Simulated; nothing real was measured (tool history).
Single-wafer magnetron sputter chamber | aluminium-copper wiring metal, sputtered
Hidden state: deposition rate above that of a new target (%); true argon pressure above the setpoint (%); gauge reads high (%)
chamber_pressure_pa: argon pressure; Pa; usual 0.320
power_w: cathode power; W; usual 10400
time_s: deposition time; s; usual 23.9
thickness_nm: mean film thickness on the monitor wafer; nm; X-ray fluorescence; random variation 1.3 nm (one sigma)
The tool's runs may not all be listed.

run     day  chamber_pressure_pa  power_w  time_s  wafers since the last listed run  wafers on the sputter target  hours since the last manometer calibration  hours since the magnet pack was replaced  hours since the gauge calibration  read-back reference wafer on the same gauge, thickness_nm  thickness_nm
  1   0.000                0.232     8400    23.9                                 0                           449                                       532.7                                    6673.5                              297.0                                                    368.604       416.178
      7.917  -- sputter target and shields replaced
  2   8.983                0.232     8400    23.9                              3698                           456                                       748.3                                    6889.1                              512.6                                                    369.218       418.435
  3  11.962                0.320    10400    25.1                              1273                          1730                                       819.8                                    6960.6                              584.1                                                    368.878       466.732
  4  13.542                0.320    10400    25.1                               675                          2405                                       857.7                                    6998.5                              622.0                                                    368.696       465.235
     15.517  -- sputter target and shields replaced
  5  16.012                0.294    11400    23.9                               913                           211                                       917.0                                    7057.8                              681.3                                                    369.024       488.097
     16.742  -- gauge calibrated
  6  17.850                0.294    11400    23.9                               785                           997                                       961.1                                    7101.9                               26.6                                                    368.976       482.543
     19.704  -- magnet pack replaced
  7  19.879                0.294    11400    23.9                               725                          1722                                      1009.8                                       4.2                               75.3                                                    368.973       478.398
  8  22.717                0.320    10400    23.9                              1213                          2935                                      1077.9                                      72.3                              143.4                                                    368.827       439.210
     23.558  -- sputter target and shields replaced
  9  23.917                0.320     8200    19.2                               370                           152                                      1106.7                                     101.1                              172.2                                                    368.910       313.507
 10  25.708                0.355     8900    23.9                               766                           918                                      1149.7                                     144.1                              215.2                                                    368.703       396.178
 11  27.721                0.229    10400    23.9                               860                          1779                                      1198.0                                     192.4                              263.5                                                    368.942       472.875
     28.975  -- capacitance manometer re-zeroed and calibrated
 12  29.162                0.381     9550    19.6                               473                          2253                                         4.5                                     227.0                              298.1                                                    368.978       329.182
     30.554  -- sputter target and shields replaced
 13  32.150                0.320    10400    23.9                              1134                           682                                        76.2                                     298.7                              369.8                                                    368.955       448.326
 14  33.871                0.320     8900    19.6                               735                          1418                                       117.5                                     340.0                              411.1                                                    369.203       330.970
 15  35.508                0.320    10400    23.9                               700                          2118                                       156.8                                     379.3                              450.4                                                    369.295       441.799
 16  37.492                0.225     7950    21.6                               848                          2966                                       204.4                                     426.9                              498.0                                                    368.914       358.356
     38.262  -- sputter target and shields replaced
 17  39.042                0.232     8400    23.9                               520                           332                                       241.6                                     464.1                              535.2                                                    369.187       417.896

Forecast each of these 3 alternatives for the next run:
  A  39.058                0.320    10400    23.9                                 7                           339                                       242.0                                     464.5                              535.6                                                          ?             ?
  B  39.058                0.259    10400    21.1                                 7                           339                                       242.0                                     464.5                              535.6                                                          ?             ?
  C  39.058                0.356    12500    23.9                                 7                           339                                       242.0                                     464.5                              535.6                                                          ?             ?

run  read-back reference wafer on the same gauge, thickness_nm  thickness_nm
  A                                                    368.592       450.560
  B                                                    368.592       414.384
  C                                                    368.592       497.858
Without the tool's hidden state the same runs would have given:
run  thickness_nm
  A       453.270
  B       416.877
  C       500.853

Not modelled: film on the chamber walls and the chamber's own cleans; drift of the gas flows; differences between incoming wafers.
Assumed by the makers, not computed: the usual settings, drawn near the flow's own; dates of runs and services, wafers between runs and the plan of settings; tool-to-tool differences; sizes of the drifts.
